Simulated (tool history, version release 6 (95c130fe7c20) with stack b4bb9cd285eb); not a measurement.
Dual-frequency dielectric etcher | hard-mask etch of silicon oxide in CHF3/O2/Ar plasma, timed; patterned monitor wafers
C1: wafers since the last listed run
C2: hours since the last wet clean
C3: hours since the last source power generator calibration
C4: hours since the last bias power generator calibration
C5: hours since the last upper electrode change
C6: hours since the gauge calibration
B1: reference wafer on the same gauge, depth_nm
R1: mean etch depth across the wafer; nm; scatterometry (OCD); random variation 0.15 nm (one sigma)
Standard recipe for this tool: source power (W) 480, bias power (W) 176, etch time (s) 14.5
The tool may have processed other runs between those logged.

Run 1, hour 0.0: usual settings but bias power (W) 159; C1 0; C2 434.3; C3 3155.6; C4 11.5; C5 3155.8; C6 1881.7; B1 22.68. Result: R1 27.16 nm.
At hour 24.1: wet clean of the chamber.
Run 2, hour 41.9: usual settings but bias power (W) 159; C1 445; C2 17.8; C3 3197.5; C4 53.4; C5 3197.7; C6 1923.6; B1 22.69. Result: R1 25.99 nm.
Run 3, hour 98.9: usual settings; C1 1418; C2 74.8; C3 3254.5; C4 110.4; C5 3254.7; C6 1980.6; B1 22.71. Result: R1 27.05 nm.
Run 4, hour 145.2: usual settings but bias power (W) 162; C1 1152; C2 121.1; C3 3300.8; C4 156.7; C5 3301.0; C6 2026.9; B1 22.65. Result: R1 26.53 nm.
Run 5, hour 175.5: usual settings but bias power (W) 162; C1 754; C2 151.4; C3 3331.1; C4 187.0; C5 3331.3; C6 2057.2; B1 22.70. Result: R1 26.67 nm.
Run 6, hour 244.4: usual settings but source power (W) 450; C1 1715; C2 220.3; C3 3400.0; C4 255.9; C5 3400.2; C6 2126.1; B1 22.69. Result: R1 26.97 nm.
Run 7, hour 282.3: usual settings but source power (W) 450; C1 943; C2 258.2; C3 3437.9; C4 293.8; C5 3438.1; C6 2164.0; B1 22.69. Result: R1 27.03 nm.
Run 8, hour 335.4: usual settings but source power (W) 380, bias power (W) 190, etch time (s) 17.0; C1 1321; C2 311.3; C3 3491.0; C4 346.9; C5 3491.2; C6 2217.1; B1 22.74. Result: R1 30.81 nm.
Run 9, hour 362.7: usual settings; C1 679; C2 338.6; C3 3518.3; C4 374.2; C5 3518.5; C6 2244.4; B1 22.65. Result: R1 28.06 nm.
At hour 402.9: wet clean of the chamber.
Run 10, hour 431.4: usual settings but source power (W) 550, bias power (W) 164, etch time (s) 11.5; C1 1112; C2 28.5; C3 3587.0; C4 442.9; C5 3587.2; C6 2313.1; B1 22.71. Result: R1 22.33 nm.
Run 11, hour 464.4: usual settings but bias power (W) 159; C1 821; C2 61.5; C3 3620.0; C4 475.9; C5 3620.2; C6 2346.1; B1 22.71. Result: R1 26.40 nm.
Run 12, hour 525.1: usual settings; C1 1511; C2 122.2; C3 3680.7; C4 536.6; C5 3680.9; C6 2406.8; B1 22.70. Result: R1 27.89 nm.
Run 13, hour 574.4: usual settings; C1 1227; C2 171.5; C3 3730.0; C4 585.9; C5 3730.2; C6 2456.1; B1 22.72. Result: R1 27.88 nm.
At hour 593.6: source power generator calibrated.
Run 14, hour 599.6: usual settings but source power (W) 570, etch time (s) 16.0; C1 527; C2 196.7; C3 6.0; C4 611.1; C5 3755.4; C6 2481.3; B1 22.65. Result: R1 32.86 nm.
At hour 658.7: gauge calibrated.
Run 15, hour 665.2: usual settings but source power (W) 450, bias power (W) 220, etch time (s) 12.5; C1 1633; C2 262.3; C3 71.6; C4 676.7; C5 3821.0; C6 6.5; B1 22.70. Result: R1 25.83 nm.
Run 16, hour 693.2: usual settings; C1 697; C2 290.3; C3 99.6; C4 704.7; C5 3849.0; C6 34.5; B1 22.69. Result: R1 28.17 nm.
Run 17, hour 753.8: usual settings but source power (W) 410, bias power (W) 205, etch time (s) 10.0; C1 1508; C2 350.9; C3 160.2; C4 765.3; C5 3909.6; C6 95.1; B1 22.76. Result: R1 19.52 nm.
Run 18, hour 815.4: usual settings but source power (W) 540, bias power (W) 220, etch time (s) 12.0; C1 1533; C2 412.5; C3 221.8; C4 826.9; C5 3971.2; C6 156.7; B1 22.75. Result: R1 26.99 nm.
At hour 856.5: wet clean of the chamber.
Run 19, hour 857.0: usual settings but etch time (s) 13.0; C1 438; C2 0.5; C3 263.4; C4 868.5; C5 4012.8; C6 198.3; B1 22.67. Result: R1 24.57 nm.
Run 20, hour 881.7: usual settings but source power (W) 520, bias power (W) 147, etch time (s) 17.5; C1 614; C2 25.2; C3 288.1; C4 893.2; C5 4037.5; C6 223.0; B1 22.79. Result: R1 31.67 nm.
At hour 960.8: upper electrode replaced.
Run 21, hour 961.3: usual settings; C1 1384; C2 104.8; C3 367.7; C4 972.8; C5 0.5; C6 302.6; B1 22.66. Result: R1 27.48 nm.
Run 22, hour 963.6: usual settings but source power (W) 560, bias power (W) 200, etch time (s) 17.0; C1 57; C2 107.1; C3 370.0; C4 975.1; C5 2.8; C6 304.9; B1 22.70. Result: R1 36.34 nm.
Run 23, hour 1018.4: usual settings but bias power (W) 138, etch time (s) 17.0; C1 1364; C2 161.9; C3 424.8; C4 1029.9; C5 57.6; C6 359.7; B1 22.72. Result: R1 29.50 nm.
Run 24, hour 1085.8: usual settings; C1 1677; C2 229.3; C3 492.2; C4 1097.3; C5 125.0; C6 427.1; B1 22.66. Result: R1 27.88 nm.
Run 25, hour 1149.8: usual settings; C1 1593; C2 293.3; C3 556.2; C4 1161.3; C5 189.0; C6 491.1; B1 22.67. Result: R1 27.94 nm.
At hour 1225.8: wet clean of the chamber.
Run 26, hour 1226.3: usual settings but source power (W) 430, bias power (W) 211, etch time (s) 17.0; C1 1306; C2 0.5; C3 632.7; C4 1237.8; C5 265.5; C6 567.6; B1 22.72. Result: R1 32.67 nm.
Run 27, hour 1232.1: usual settings but source power (W) 570, etch time (s) 16.5; C1 144; C2 6.3; C3 638.5; C4 1243.6; C5 271.3; C6 573.4; B1 22.73. Result: R1 33.01 nm.
Run 28, hour 1295.7: usual settings but source power (W) 380, bias power (W) 159, etch time (s) 13.5; C1 1583; C2 69.9; C3 702.1; C4 1307.2; C5 334.9; C6 637.0; B1 22.64. Result: R1 22.23 nm.
Run 29, hour 1359.5: usual settings but source power (W) 370, bias power (W) 211, etch time (s) 10.5; C1 1588; C2 133.7; C3 765.9; C4 1371.0; C5 398.7; C6 700.8; B1 22.72. Result: R1 19.18 nm.
Run 30, hour 1414.2: usual settings but source power (W) 590, bias power (W) 144, etch time (s) 10.0; C1 1361; C2 188.4; C3 820.6; C4 1425.7; C5 453.4; C6 755.5; B1 22.69. Result: R1 19.34 nm.

Each row is a separate what-if for the run after 30, all from the same tool condition, not one after another. Results?
Run A, hour 1414.6: usual settings but bias power (W) 149; C1 9; C2 188.8; C3 821.0; C4 1426.1; C5 453.8; C6 755.9; B1 ?. Result: R1 ?.
Run B, hour 1414.6: usual settings but etch time (s) 16.0; C1 9; C2 188.8; C3 821.0; C4 1426.1; C5 453.8; C6 755.9; B1 ?. Result: R1 ?.
Run C, hour 1414.6: usual settings but source power (W) 580, bias power (W) 136, etch time (s) 11.0; C1 9; C2 188.8; C3 821.0; C4 1426.1; C5 453.8; C6 755.9; B1 ?. Result: R1 ?.
Run D, hour 1414.6: usual settings but source power (W) 560, bias power (W) 191, etch time (s) 19.0; C1 9; C2 188.8; C3 821.0; C4 1426.1; C5 453.8; C6 755.9; B1 ?. Result: R1 ?.

run     B1     R1
  A  22.71  26.06
  B  22.71  30.59
  C  22.71  20.64
  D  22.71  39.80
Stripped of hidden state, with their random variation kept, the same runs would have yielded:
run     R1
  A  25.53
  B  29.96
  C  20.22
  D  38.98

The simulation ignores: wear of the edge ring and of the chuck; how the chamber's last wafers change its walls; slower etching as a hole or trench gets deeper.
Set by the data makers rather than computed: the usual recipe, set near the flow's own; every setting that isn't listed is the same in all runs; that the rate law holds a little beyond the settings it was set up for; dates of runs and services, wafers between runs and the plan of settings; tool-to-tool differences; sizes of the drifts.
